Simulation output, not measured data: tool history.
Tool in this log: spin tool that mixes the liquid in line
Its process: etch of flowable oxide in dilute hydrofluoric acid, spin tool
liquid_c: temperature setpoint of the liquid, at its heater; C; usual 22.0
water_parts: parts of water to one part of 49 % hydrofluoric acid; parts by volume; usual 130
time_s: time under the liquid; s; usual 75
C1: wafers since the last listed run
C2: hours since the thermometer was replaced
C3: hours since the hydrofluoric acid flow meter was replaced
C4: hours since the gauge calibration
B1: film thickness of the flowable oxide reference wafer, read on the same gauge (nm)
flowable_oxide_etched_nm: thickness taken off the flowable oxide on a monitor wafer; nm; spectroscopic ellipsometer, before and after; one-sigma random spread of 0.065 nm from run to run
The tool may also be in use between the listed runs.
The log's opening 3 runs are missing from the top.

run 4 hour=230.5 | liquid_c=22.0 water_parts=130 time_s=75 | C1=800 C2=359.4 C3=676.8 C4=1179.6 | B1=90.01 | flowable_oxide_etched_nm=15.68
run 5 hour=297.1 | liquid_c=22.0 water_parts=130 time_s=75 | C1=760 C2=426.0 C3=743.4 C4=1246.2 | B1=90.00 | flowable_oxide_etched_nm=15.72
run 6 hour=370.7 | liquid_c=22.0 water_parts=130 time_s=75 | C1=840 C2=499.6 C3=817.0 C4=1319.8 | B1=89.99 | flowable_oxide_etched_nm=15.64
run 7 hour=426.3 | liquid_c=22.0 water_parts=130 time_s=75 | C1=635 C2=555.2 C3=872.6 C4=1375.4 | B1=89.98 | flowable_oxide_etched_nm=15.65
run 8 hour=493.2 | liquid_c=22.0 water_parts=130 time_s=75 | C1=764 C2=622.1 C3=939.5 C4=1442.3 | B1=90.00 | flowable_oxide_etched_nm=15.71
run 9 hour=536.0 | liquid_c=22.0 water_parts=130 time_s=75 | C1=488 C2=664.9 C3=982.3 C4=1485.1 | B1=90.00 | flowable_oxide_etched_nm=15.62
run 10 hour=614.7 | liquid_c=22.0 water_parts=130 time_s=75 | C1=898 C2=743.6 C3=1061.0 C4=1563.8 | B1=89.98 | flowable_oxide_etched_nm=15.68
run 11 hour=877.7 | liquid_c=22.0 water_parts=130 time_s=75 | C1=3004 C2=1006.6 C3=1324.0 C4=1826.8 | B1=90.01 | flowable_oxide_etched_nm=15.54
run 12 hour=985.0 | liquid_c=22.0 water_parts=130 time_s=75 | C1=1225 C2=1113.9 C3=1431.3 C4=1934.1 | B1=89.98 | flowable_oxide_etched_nm=15.48
run 13 hour=1024.1 | liquid_c=22.0 water_parts=130 time_s=75 | C1=446 C2=1153.0 C3=1470.4 C4=1973.2 | B1=90.02 | flowable_oxide_etched_nm=15.53
run 14 hour=1114.1 | liquid_c=22.0 water_parts=155 time_s=75 | C1=1027 C2=1243.0 C3=1560.4 C4=2063.2 | B1=90.04 | flowable_oxide_etched_nm=12.65
run 15 hour=1195.3 | liquid_c=22.0 water_parts=155 time_s=75 | C1=927 C2=1324.2 C3=1641.6 C4=2144.4 | B1=90.00 | flowable_oxide_etched_nm=12.56
-- hour=1280.8 hydrofluoric acid flow meter replaced
run 16 hour=1293.4 | liquid_c=22.0 water_parts=155 time_s=75 | C1=1109 C2=1422.3 C3=12.6 C4=2242.5 | B1=89.99 | flowable_oxide_etched_nm=12.50
run 17 hour=1332.4 | liquid_c=22.0 water_parts=180 time_s=75 | C1=445 C2=1461.3 C3=51.6 C4=2281.5 | B1=89.98 | flowable_oxide_etched_nm=10.41
run 18 hour=1380.9 | liquid_c=22.0 water_parts=190 time_s=60 | C1=553 C2=1509.8 C3=100.1 C4=2330.0 | B1=89.99 | flowable_oxide_etched_nm=7.78
run 19 hour=1460.0 | liquid_c=22.0 water_parts=130 time_s=75 | C1=903 C2=1588.9 C3=179.2 C4=2409.1 | B1=90.00 | flowable_oxide_etched_nm=15.14
-- hour=1492.4 gauge calibrated
run 20 hour=1541.5 | liquid_c=22.0 water_parts=105 time_s=85 | C1=930 C2=1670.4 C3=260.7 C4=49.1 | B1=90.00 | flowable_oxide_etched_nm=21.81

What does the tool deliver on the next run?
run 21 hour=1633.5 | liquid_c=20.5 water_parts=105 time_s=75 | C1=1050 C2=1762.4 C3=352.7 C4=141.1 | B1=? | flowable_oxide_etched_nm=?

{"run 21": {"B1": 90.01, "flowable_oxide_etched_nm": 18.04}}
With the hidden condition absent and the run-to-run variation left alone, this run would have shown flowable_oxide_etched_nm 18.84 nm.
